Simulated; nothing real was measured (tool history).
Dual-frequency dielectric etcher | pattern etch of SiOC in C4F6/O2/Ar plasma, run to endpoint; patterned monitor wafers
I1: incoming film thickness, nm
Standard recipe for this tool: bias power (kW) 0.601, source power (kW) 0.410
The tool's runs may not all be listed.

run 1 hour=0.0 | bias_power_(kW)=0.601 source_power_(kW)=0.410 | I1=28.39 | endpoint_time_(s)=8.6
run 2 hour=15.8 | bias_power_(kW)=0.601 source_power_(kW)=0.410 | I1=28.25 | endpoint_time_(s)=8.5
run 3 hour=35.4 | bias_power_(kW)=0.601 source_power_(kW)=0.410 | I1=28.46 | endpoint_time_(s)=8.6
run 4 hour=56.7 | bias_power_(kW)=0.601 source_power_(kW)=0.410 | I1=28.46 | endpoint_time_(s)=8.6
run 5 hour=85.7 | bias_power_(kW)=0.601 source_power_(kW)=0.380 | I1=28.50 | endpoint_time_(s)=8.8
run 6 hour=117.4 | bias_power_(kW)=0.601 source_power_(kW)=0.380 | I1=28.24 | endpoint_time_(s)=8.8
run 7 hour=130.8 | bias_power_(kW)=0.601 source_power_(kW)=0.380 | I1=28.52 | endpoint_time_(s)=8.9
run 8 hour=152.8 | bias_power_(kW)=0.601 source_power_(kW)=0.410 | I1=28.44 | endpoint_time_(s)=8.5
run 9 hour=178.1 | bias_power_(kW)=0.557 source_power_(kW)=0.410 | I1=28.17 | endpoint_time_(s)=8.7
run 10 hour=194.4 | bias_power_(kW)=0.557 source_power_(kW)=0.410 | I1=28.59 | endpoint_time_(s)=8.8
run 11 hour=223.8 | bias_power_(kW)=0.499 source_power_(kW)=0.410 | I1=28.60 | endpoint_time_(s)=9.1
-- hour=243.4 source power generator calibrated
run 12 hour=243.9 | bias_power_(kW)=0.499 source_power_(kW)=0.410 | I1=28.24 | endpoint_time_(s)=9.0
run 13 hour=273.0 | bias_power_(kW)=0.499 source_power_(kW)=0.410 | I1=28.32 | endpoint_time_(s)=9.0
run 14 hour=296.8 | bias_power_(kW)=0.543 source_power_(kW)=0.410 | I1=28.65 | endpoint_time_(s)=8.8
run 15 hour=311.6 | bias_power_(kW)=0.601 source_power_(kW)=0.410 | I1=28.24 | endpoint_time_(s)=8.5
run 16 hour=343.4 | bias_power_(kW)=0.601 source_power_(kW)=0.410 | I1=28.71 | endpoint_time_(s)=8.6
run 17 hour=360.3 | bias_power_(kW)=0.714 source_power_(kW)=0.410 | I1=28.22 | endpoint_time_(s)=8.1
run 18 hour=394.6 | bias_power_(kW)=0.493 source_power_(kW)=0.410 | I1=28.43 | endpoint_time_(s)=9.0
run 19 hour=412.1 | bias_power_(kW)=0.484 source_power_(kW)=0.410 | I1=28.46 | endpoint_time_(s)=9.1
run 20 hour=434.1 | bias_power_(kW)=0.458 source_power_(kW)=0.410 | I1=28.19 | endpoint_time_(s)=9.1
run 21 hour=452.0 | bias_power_(kW)=0.601 source_power_(kW)=0.410 | I1=28.22 | endpoint_time_(s)=8.4
-- hour=477.3 bias power generator calibrated
-- hour=487.6 upper electrode replaced
run 22 hour=488.1 | bias_power_(kW)=0.601 source_power_(kW)=0.500 | I1=28.23 | endpoint_time_(s)=7.8
run 23 hour=488.5 | bias_power_(kW)=0.685 source_power_(kW)=0.450 | I1=28.45 | endpoint_time_(s)=7.8
run 24 hour=500.6 | bias_power_(kW)=0.601 source_power_(kW)=0.470 | I1=28.57 | endpoint_time_(s)=8.1
run 25 hour=534.5 | bias_power_(kW)=0.640 source_power_(kW)=0.320 | I1=28.06 | endpoint_time_(s)=8.9
-- hour=564.1 wet clean of the chamber
run 26 hour=564.6 | bias_power_(kW)=0.640 source_power_(kW)=0.320 | I1=28.24 | endpoint_time_(s)=9.2
run 27 hour=564.9 | bias_power_(kW)=0.645 source_power_(kW)=0.490 | I1=28.32 | endpoint_time_(s)=7.8
run 28 hour=591.4 | bias_power_(kW)=0.601 source_power_(kW)=0.410 | I1=28.63 | endpoint_time_(s)=8.7
run 29 hour=697.1 | bias_power_(kW)=0.601 source_power_(kW)=0.410 | I1=28.33 | endpoint_time_(s)=8.6
run 30 hour=729.3 | bias_power_(kW)=0.690 source_power_(kW)=0.440 | I1=28.51 | endpoint_time_(s)=8.1
run 31 hour=764.0 | bias_power_(kW)=0.601 source_power_(kW)=0.410 | I1=28.44 | endpoint_time_(s)=8.6
run 32 hour=788.6 | bias_power_(kW)=0.601 source_power_(kW)=0.490 | I1=28.70 | endpoint_time_(s)=8.1
run 33 hour=817.8 | bias_power_(kW)=0.601 source_power_(kW)=0.350 | I1=28.51 | endpoint_time_(s)=9.1
run 34 hour=837.5 | bias_power_(kW)=0.504 source_power_(kW)=0.340 | I1=28.65 | endpoint_time_(s)=9.8
run 35 hour=862.6 | bias_power_(kW)=0.601 source_power_(kW)=0.410 | I1=28.40 | endpoint_time_(s)=8.6

What if the next run were any one of these 4? Each begins from the tool's condition after run 35:
run A hour=863.0 | bias_power_(kW)=0.601 source_power_(kW)=0.460 | I1=28.26 | endpoint_time_(s)=?
run B hour=863.0 | bias_power_(kW)=0.601 source_power_(kW)=0.360 | I1=28.26 | endpoint_time_(s)=?
run C hour=863.0 | bias_power_(kW)=0.656 source_power_(kW)=0.310 | I1=28.26 | endpoint_time_(s)=?
run D hour=863.0 | bias_power_(kW)=0.544 source_power_(kW)=0.320 | I1=28.26 | endpoint_time_(s)=?

run=A endpoint_time_(s)=8.1
run=B endpoint_time_(s)=8.9
run=C endpoint_time_(s)=9.2
run=D endpoint_time_(s)=9.6
What these runs would have given with no unlogged condition in the tool:
run=A endpoint_time_(s)=8.2
run=B endpoint_time_(s)=9.0
run=C endpoint_time_(s)=9.2
run=D endpoint_time_(s)=9.7
